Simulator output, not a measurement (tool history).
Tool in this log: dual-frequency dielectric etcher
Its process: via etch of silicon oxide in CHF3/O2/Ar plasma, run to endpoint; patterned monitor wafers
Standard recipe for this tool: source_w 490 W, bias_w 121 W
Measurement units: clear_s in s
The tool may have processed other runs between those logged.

run	hour	source_w	bias_w	wafers since the last listed run	hours since the last wet clean	hours since the last source power generator calibration	hours since the last bias power generator calibration	hours since the last upper electrode change	incoming incoming film thickness, nm	clear_s
1	0.0	490	121	0	138.9	1833.1	2949.3	3065.9	407.5	265.1
2	56.8	490	121	246	195.7	1889.9	3006.1	3122.7	397.3	262.4
3	129.6	490	128	315	268.5	1962.7	3078.9	3195.5	397.4	260.9
# hour 332.9: wet clean of the chamber
4	343.0	490	128	821	10.1	2176.1	3292.3	3408.9	394.0	258.3
5	400.2	490	121	248	67.3	2233.3	3349.5	3466.1	395.7	260.4
6	499.4	490	135	430	166.5	2332.5	3448.7	3565.3	395.6	258.7
7	590.4	490	135	394	257.5	2423.5	3539.7	3656.3	397.5	255.7
8	653.7	490	135	274	320.8	2486.8	3603.0	3719.6	397.8	253.8
9	690.3	490	121	158	357.4	2523.4	3639.6	3756.2	397.4	263.7
10	740.1	490	121	216	407.2	2573.2	3689.4	3806.0	395.7	263.1
# hour 750.7: bias power generator calibrated
11	779.6	430	146	154	446.7	2612.7	28.9	3845.5	398.2	257.9
# hour 840.2: wet clean of the chamber
12	894.6	490	121	394	54.4	2727.7	143.9	3960.5	393.9	262.4
13	931.1	490	98	158	90.9	2764.2	180.4	3997.0	400.1	282.6
# hour 1033.0: upper electrode replaced
14	1033.5	430	145	340	193.3	2866.6	282.8	0.5	396.5	252.1
15	1119.3	490	95	372	279.1	2952.4	368.6	86.3	394.8	282.2
# hour 1186.0: source power generator calibrated
# hour 1319.9: wet clean of the chamber
16	1380.4	490	135	1011	60.5	194.4	629.7	347.4	395.7	256.3
17	1438.1	610	121	250	118.2	252.1	687.4	405.1	394.0	247.1
18	1484.3	570	130	200	164.4	298.3	733.6	451.3	394.9	248.1
19	1534.2	440	105	216	214.3	348.2	783.5	501.2	393.0	273.6
20	1590.5	560	101	244	270.6	404.5	839.8	557.5	391.6	265.5

What differs in the tool's unlogged condition from the final listed run ahead of each entry between runs to the first listed run following it?
Run 3 -> run 4: wet clean of the chamber (hour 332.9)
  nothing in the hidden state changes from one run to the other
Run 10 -> run 11: bias power generator calibrated (hour 750.7)
  nothing in the hidden state changes from one run to the other
Run 11 -> run 12: wet clean of the chamber (hour 840.2)
  nothing in the hidden state changes from one run to the other
Run 13 -> run 14: upper electrode replaced (hour 1033.0)
  nothing in the hidden state changes from one run to the other
Run 15 -> run 16: source power generator calibrated (hour 1186.0); wet clean of the chamber (hour 1319.9)
  nothing in the hidden state changes from one run to the other

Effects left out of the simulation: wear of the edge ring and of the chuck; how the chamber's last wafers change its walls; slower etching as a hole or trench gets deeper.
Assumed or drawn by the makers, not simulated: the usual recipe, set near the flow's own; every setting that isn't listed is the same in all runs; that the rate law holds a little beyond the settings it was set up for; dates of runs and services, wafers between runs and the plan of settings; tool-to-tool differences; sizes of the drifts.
